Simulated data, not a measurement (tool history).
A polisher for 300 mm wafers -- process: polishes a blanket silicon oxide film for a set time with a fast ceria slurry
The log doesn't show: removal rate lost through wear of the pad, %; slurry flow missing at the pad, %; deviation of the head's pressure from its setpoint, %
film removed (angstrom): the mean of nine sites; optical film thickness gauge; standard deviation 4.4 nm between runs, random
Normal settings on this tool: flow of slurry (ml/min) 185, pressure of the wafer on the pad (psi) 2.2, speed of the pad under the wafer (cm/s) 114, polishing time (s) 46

run,day,flow of slurry (ml/min),pressure of the wafer on the pad (psi),speed of the pad under the wafer (cm/s),polishing time (s),wafers since the last listed run,wafers polished on this pad,hours since the slurry nozzle was cleaned,hours since the head pressure was calibrated,"incoming thickness of the incoming film, nm",film removed (angstrom)
1,0.000,185,2.2,90,46,0,233,328.0,506.8,1920.3,4695
2,2.667,185,2.2,90,46,577,811,392.0,570.8,1913.3,4574
3,5.138,185,2.2,114,46,535,1346,451.3,630.1,1878.6,5514
4,7.267,185,2.2,114,46,461,1808,502.4,681.2,1898.1,5378
# day 7.721: slurry nozzle cleaned
5,8.629,185,2.2,114,46,286,2094,21.8,713.9,1886.0,5242
# day 9.925: worn pad replaced by a new one
6,10.925,185,2.2,114,57,461,216,76.9,769.0,1915.6,7085
7,12.533,185,2.2,114,57,348,565,115.5,807.6,1887.0,6902
8,15.012,185,2.2,114,57,537,1102,175.0,867.1,1898.5,6851
9,17.546,185,2.2,114,46,548,1651,235.8,927.9,1893.9,5351
10,20.229,185,2.2,114,46,581,2232,300.2,992.3,1897.6,5155
# day 20.633: worn pad replaced by a new one
11,21.733,185,2.2,114,39,289,237,336.3,1028.4,1875.5,4790
12,22.912,185,2.2,114,39,255,493,364.6,1056.7,1876.1,4735
13,24.404,185,1.9,114,46,323,816,400.4,1092.5,1935.1,4749
14,26.304,185,2.2,114,46,411,1228,446.0,1138.1,1933.3,5457
15,29.229,185,1.9,114,46,633,1862,516.2,1208.3,1883.8,4567
# day 30.217: worn pad replaced by a new one
16,30.575,185,2.2,114,46,255,77,548.5,1240.6,1894.2,5620
# day 31.200: slurry nozzle cleaned
17,33.088,185,1.9,114,59,535,613,45.3,1300.9,1869.0,6177
18,34.821,215,2.8,114,39,375,988,86.9,1342.5,1896.4,6085
# day 35.167: head pressure recalibrated
19,35.854,185,2.2,126,59,205,1194,111.7,16.5,1900.2,7590
20,38.138,125,2.2,130,61,494,1689,166.5,71.3,1873.1,7438
# day 39.296: worn pad replaced by a new one
21,40.488,185,1.5,114,46,473,258,222.9,127.7,1907.5,3817
22,43.471,185,2.2,150,59,646,905,294.5,199.3,1911.9,9094
23,45.900,135,2.5,130,59,526,1431,352.8,257.6,1867.6,8388
# day 48.233: worn pad replaced by a new one
24,48.317,185,2.2,114,46,487,17,410.8,315.6,1900.8,5633
25,49.858,245,2.7,152,46,334,352,447.8,352.6,1888.8,9198
26,51.162,135,2.2,150,58,282,634,479.1,383.9,1912.6,8686

Hidden condition of the tool, last listed run before each entry between runs versus first listed run after:
Between runs 4 and 5: slurry nozzle cleaned (day 7.721)
  removal rate lost through wear of the pad, %: 6.53 -> 8.73
  the result without the hidden state subtracted from the measured one, film removed (angstrom): -376 -> -502
Between runs 5 and 6: worn pad replaced by a new one (day 9.925)
  removal rate lost through wear of the pad, %: 8.73 -> 1.34
  the result without the hidden state subtracted from the measured one, film removed (angstrom): -502 -> -96
Between runs 10 and 11: worn pad replaced by a new one (day 20.633)
  removal rate lost through wear of the pad, %: 10.8 -> 1.8
  the result without the hidden state subtracted from the measured one, film removed (angstrom): -621 -> -88
Between runs 15 and 16: worn pad replaced by a new one (day 30.217)
  removal rate lost through wear of the pad, %: 8.31 -> 1.66
  the result without the hidden state subtracted from the measured one, film removed (angstrom): -414 -> -95
Between runs 16 and 17: slurry nozzle cleaned (day 31.200)
  removal rate lost through wear of the pad, %: 1.66 -> 2.39
  the result without the hidden state subtracted from the measured one, film removed (angstrom): -95 -> -151
Between runs 18 and 19: head pressure recalibrated (day 35.167)
  removal rate lost through wear of the pad, %: 3.55 -> 4.5
  the result without the hidden state subtracted from the measured one, film removed (angstrom): -224 -> -357
Between runs 20 and 21: worn pad replaced by a new one (day 39.296)
  removal rate lost through wear of the pad, %: 7.27 -> 2.46
  the result without the hidden state subtracted from the measured one, film removed (angstrom): -583 -> -97
Between runs 23 and 24: worn pad replaced by a new one (day 48.233)
  removal rate lost through wear of the pad, %: 6.24 -> 0.998
  the result without the hidden state subtracted from the measured one, film removed (angstrom): -558 -> -57
